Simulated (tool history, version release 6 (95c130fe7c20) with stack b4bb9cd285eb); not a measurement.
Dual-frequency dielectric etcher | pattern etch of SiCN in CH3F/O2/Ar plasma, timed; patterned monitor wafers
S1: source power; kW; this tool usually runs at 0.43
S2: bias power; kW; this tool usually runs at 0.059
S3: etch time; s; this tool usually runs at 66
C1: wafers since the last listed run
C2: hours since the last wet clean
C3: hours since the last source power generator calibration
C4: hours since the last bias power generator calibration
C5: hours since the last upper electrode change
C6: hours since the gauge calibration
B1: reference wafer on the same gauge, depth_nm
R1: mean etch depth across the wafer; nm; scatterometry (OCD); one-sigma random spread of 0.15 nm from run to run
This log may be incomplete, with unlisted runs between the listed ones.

run   hour    S1     S2    S3   C1     C2      C3      C4      C5      C6     B1     R1
  1      0  0.43  0.048    66    0  299.1  3362.2  2294.9  3249.8  1179.5   29.8  23.46
  2   20.4  0.43  0.059    66  259  319.5  3382.6  2315.3  3270.2  1199.9  29.87  25.21
  3   41.7  0.43  0.059    66  271  340.8  3403.9  2336.6  3291.5  1221.2  29.85  25.69
  4   60.2  0.43  0.059    66  235  359.3  3422.4  2355.1    3310  1239.7  29.83   25.5
      86.5  -- bias power generator calibrated
      94.8  -- wet clean of the chamber
  5   95.3  0.43  0.059    66  290    0.5  3457.5     8.8  3345.1  1274.8  29.81  25.17
  6  118.1  0.43  0.059    66  290   23.3  3480.3    31.6  3367.9  1297.6  29.84  25.48
  7  133.3  0.43  0.059    66  193   38.5  3495.5    46.8  3383.1  1312.8   29.8  25.29
     203.9  -- upper electrode replaced
  8  204.4  0.43  0.059    66  599  109.6  3566.6   117.9     0.5  1383.9  29.88  25.37
  9    208  0.35  0.073    76   45  113.2  3570.2   121.5     4.1  1387.5  29.96   27.6
 10  227.4  0.51  0.066    75  246  132.6  3589.6   140.9    23.5  1406.9  29.76   33.1
     245.5  -- source power generator calibrated
 11  256.6  0.43  0.059    66  320  161.8    11.1   170.1    52.7  1436.1  29.86  25.25
 12    274  0.43  0.059    66  221  179.2    28.5   187.5    70.1  1453.5  29.86  25.31
 13  293.8  0.43  0.059  52.5  252    199    48.3   207.3    89.9  1473.3  29.89  20.27
 14  364.6  0.43  0.059    66  901  269.8   119.1   278.1   160.7  1544.1  29.76  25.42
 15  381.4  0.52  0.068    66  213  286.6   135.9   294.9   177.5  1560.9  29.89  29.67
 16  412.9  0.51  0.059  47.5  401  318.1   167.4   326.4     209  1592.4   29.9  20.09
 17  445.6  0.43  0.059    66  416  350.8   200.1   359.1   241.7  1625.1  29.91  25.38
     507.3  -- gauge calibrated
     526.4  -- wet clean of the chamber
 18  526.9  0.33  0.059    66  729    0.5   281.4   440.4     323    19.6  29.21  20.89
 19  533.1  0.48  0.052  52.5   78    6.7   287.6   446.6   329.2    25.8  29.22  19.97
 20  562.8   0.5  0.049    66  378   36.4   317.3   476.3   358.9    55.5  29.23  25.18
 21    591  0.54  0.048    49  359   64.6   345.5   504.5   387.1    83.7  29.25  19.52
 22  609.8  0.43  0.059    79  239   83.4   364.3   523.3   405.9   102.5  29.31  29.91
 23  667.6  0.39  0.059    66  735  141.2   422.1   581.1   463.7   160.3  29.32  23.22
 24  696.2  0.43  0.059  46.5  364  169.8   450.7   609.7   492.3   188.9  29.45  17.74
 25  721.9  0.39  0.066    66  327  195.5   476.4   635.4     518   214.6  29.44  24.68
 26  770.7  0.51  0.059    46  621  244.3   525.2   684.2   566.8   263.4  29.39  19.19
 27  795.4  0.37  0.059  74.5  314    269   549.9   708.9   591.5   288.1  29.44  25.69
 28  816.3  0.43  0.059    66  266  289.9   570.8   729.8   612.4     309   29.6  24.87
 29    842  0.43  0.065    66  327  315.6   596.5   755.5   638.1   334.7  29.49  26.11
 30  860.8  0.33  0.066    66  239  334.4   615.3   774.3   656.9   353.5  29.58  21.96
 31  876.8  0.33  0.063    71  203  350.4   631.3   790.3   672.9   369.5  29.55  22.98

Below are 3 alternative next runs, each starting from the tool's condition after run 31. Predict each:
  A  877.2  0.43  0.059  50.5   5  350.8  631.7  790.7  673.3  369.9   ?   ?
  B  877.2  0.33  0.047    66   5  350.8  631.7  790.7  673.3  369.9   ?   ?
  C  877.2  0.47  0.059  57.5   5  350.8  631.7  790.7  673.3  369.9   ?   ?

run     B1     R1
  A  29.52  19.22
  B  29.52  19.23
  C  29.52  23.08
Take away the tool's hidden state, keep each run's random variation, and the runs would have read:
run     R1
  A  18.93
  B  18.94
  C  22.73

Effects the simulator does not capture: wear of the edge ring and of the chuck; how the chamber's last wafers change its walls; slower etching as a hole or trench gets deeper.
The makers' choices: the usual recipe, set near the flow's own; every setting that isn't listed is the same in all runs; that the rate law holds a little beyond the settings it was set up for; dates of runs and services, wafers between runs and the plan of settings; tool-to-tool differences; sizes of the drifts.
